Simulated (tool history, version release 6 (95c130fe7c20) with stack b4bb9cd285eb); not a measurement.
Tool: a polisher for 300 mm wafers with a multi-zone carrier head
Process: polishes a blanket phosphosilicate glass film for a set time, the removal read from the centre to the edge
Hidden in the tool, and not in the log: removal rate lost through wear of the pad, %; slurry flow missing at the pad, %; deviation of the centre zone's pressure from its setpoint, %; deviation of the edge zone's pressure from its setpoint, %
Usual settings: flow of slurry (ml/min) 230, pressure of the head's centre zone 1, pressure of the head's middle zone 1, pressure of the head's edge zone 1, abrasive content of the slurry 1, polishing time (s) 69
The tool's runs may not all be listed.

| run | hour | flow of slurry (ml/min) | pressure of the head's centre zone | pressure of the head's middle zone | pressure of the head's edge zone | abrasive content of the slurry | polishing time (s) | wafers since the last listed run | wafers polished on this pad | hours since the slurry nozzle was cleaned | hours since the centre zone pressure was calibrated | hours since the edge zone pressure was calibrated | hours since the carrier head's membrane was replaced | incoming thickness of the incoming film, nm | film removed at the wafer's centre (angstrom) | film removed at mid-radius (angstrom) | film removed at the wafer's edge (angstrom) |
|---|---|---|---|---|---|---|---|---|---|---|---|---|---|---|---|---|---|
| 1 | 0 | 230 | 1 | 1 | 1 | 1 | 69 | 0 | 999 | 416 | 274.7 | 286.2 | 353.7 | 2469.2 | 6583 | 6437 | 6515 |
|  | 42.3 | slurry nozzle cleaned |
| 2 | 54.6 | 230 | 1 | 1.07 | 1 | 1 | 69 | 324 | 1324 | 12.3 | 329.3 | 340.8 | 408.3 | 2448.5 | 6492 | 6853 | 6338 |
| 3 | 89.9 | 230 | 1 | 1.12 | 1 | 1 | 69 | 213 | 1538 | 47.6 | 364.6 | 376.1 | 443.6 | 2373.2 | 6683 | 7096 | 6487 |
| 4 | 142.3 | 230 | 1.1 | 1 | 1.05 | 1 | 69 | 317 | 1856 | 100 | 417 | 428.5 | 496 | 2435.2 | 7182 | 6578 | 6492 |
| 5 | 208 | 165 | 1.1 | 1 | 1 | 1 | 80 | 398 | 2254 | 165.7 | 482.7 | 494.2 | 561.7 | 2438.7 | 7757 | 7151 | 7145 |
| 6 | 266.7 | 265 | 1 | 1 | 1.08 | 1.3 | 69 | 355 | 2610 | 224.4 | 541.4 | 552.9 | 620.4 | 2390.4 | 7896 | 7722 | 7728 |
|  | 292.7 | worn pad replaced by a new one |
| 7 | 329.2 | 230 | 1 | 0.92 | 1 | 0.7 | 69 | 354 | 220 | 286.9 | 603.9 | 615.4 | 682.9 | 2418.4 | 4973 | 4584 | 4854 |
|  | 349.9 | carrier head's membrane replaced by a new one |
|  | 419.8 | slurry nozzle cleaned |
|  | 421.9 | centre zone pressure recalibrated |
| 8 | 434.4 | 230 | 1 | 1 | 1 | 1 | 79 | 589 | 810 | 14.6 | 12.5 | 720.6 | 84.5 | 2411.6 | 7612 | 7386 | 7389 |
| 9 | 479.6 | 300 | 1 | 1 | 1 | 1 | 69 | 273 | 1084 | 59.8 | 57.7 | 765.8 | 129.7 | 2426.1 | 6667 | 6759 | 6614 |
| 10 | 550.3 | 230 | 1 | 1 | 1 | 1 | 69 | 428 | 1512 | 130.5 | 128.4 | 836.5 | 200.4 | 2450.6 | 6683 | 6525 | 6481 |
| 11 | 617 | 230 | 1 | 0.93 | 0.91 | 1 | 90 | 404 | 1917 | 197.2 | 195.1 | 903.2 | 267.1 | 2406.3 | 8584 | 7998 | 8025 |
| 12 | 664.1 | 230 | 0.93 | 1 | 0.88 | 1 | 69 | 285 | 2202 | 244.3 | 242.2 | 950.3 | 314.2 | 2443.4 | 6011 | 6495 | 6173 |
|  | 683.6 | edge zone pressure recalibrated |
|  | 716.8 | worn pad replaced by a new one |
| 13 | 726.6 | 230 | 1.1 | 1.09 | 1 | 0.85 | 69 | 342 | 59 | 306.8 | 304.7 | 43 | 376.7 | 2419.3 | 6350 | 6149 | 5744 |
| 14 | 794.7 | 230 | 1 | 0.93 | 1 | 1 | 91 | 412 | 472 | 374.9 | 372.8 | 111.1 | 444.8 | 2422.3 | 8723 | 8061 | 8509 |
|  | 835 | slurry nozzle cleaned |
| 15 | 837.2 | 230 | 1 | 1.07 | 1 | 1 | 69 | 251 | 723 | 2.2 | 415.3 | 153.6 | 487.3 | 2445 | 6731 | 6752 | 6421 |
| 16 | 896.1 | 230 | 1 | 1 | 1 | 1 | 69 | 357 | 1080 | 61.1 | 474.2 | 212.5 | 546.2 | 2406.8 | 6456 | 6476 | 6457 |
|  | 922.7 | carrier head's membrane replaced by a new one |
|  | 1006.8 | centre zone pressure recalibrated |
| 17 | 1082.4 | 230 | 1 | 1 | 1 | 1.1 | 50 | 1086 | 2167 | 247.4 | 75.6 | 398.8 | 159.7 | 2378.6 | 4975 | 4990 | 5003 |
|  | 1108.6 | worn pad replaced by a new one |
| 18 | 1141.6 | 230 | 1 | 1 | 1 | 0.85 | 69 | 334 | 199 | 306.6 | 134.8 | 458 | 218.9 | 2366.3 | 5998 | 5776 | 5743 |
| 19 | 1167.5 | 230 | 1 | 1 | 1 | 1.1 | 69 | 156 | 356 | 332.5 | 160.7 | 483.9 | 244.8 | 2383.9 | 7006 | 6946 | 6721 |
| 20 | 1200.5 | 230 | 1 | 1 | 0.93 | 1 | 58 | 200 | 556 | 365.5 | 193.7 | 516.9 | 277.8 | 2420.5 | 5519 | 5464 | 5307 |

How the hidden state differs across the entries between the runs, from the last listed run before each to the first after it:
Between runs 1 and 2: slurry nozzle cleaned (hour 42.3)
  no hidden state differs between the two runs
Between runs 6 and 7: worn pad replaced by a new one (hour 292.7)
  no hidden state differs between the two runs
Between runs 7 and 8: carrier head's membrane replaced by a new one (hour 349.9); slurry nozzle cleaned (hour 419.8); centre zone pressure recalibrated (hour 421.9)
  no hidden state differs between the two runs
Between runs 12 and 13: edge zone pressure recalibrated (hour 683.6); worn pad replaced by a new one (hour 716.8)
  no hidden state differs between the two runs
Between runs 14 and 15: slurry nozzle cleaned (hour 835)
  no hidden state differs between the two runs
Between runs 16 and 17: carrier head's membrane replaced by a new one (hour 922.7); centre zone pressure recalibrated (hour 1006.8)
  no hidden state differs between the two runs
Between runs 17 and 18: worn pad replaced by a new one (hour 1108.6)
  no hidden state differs between the two runs
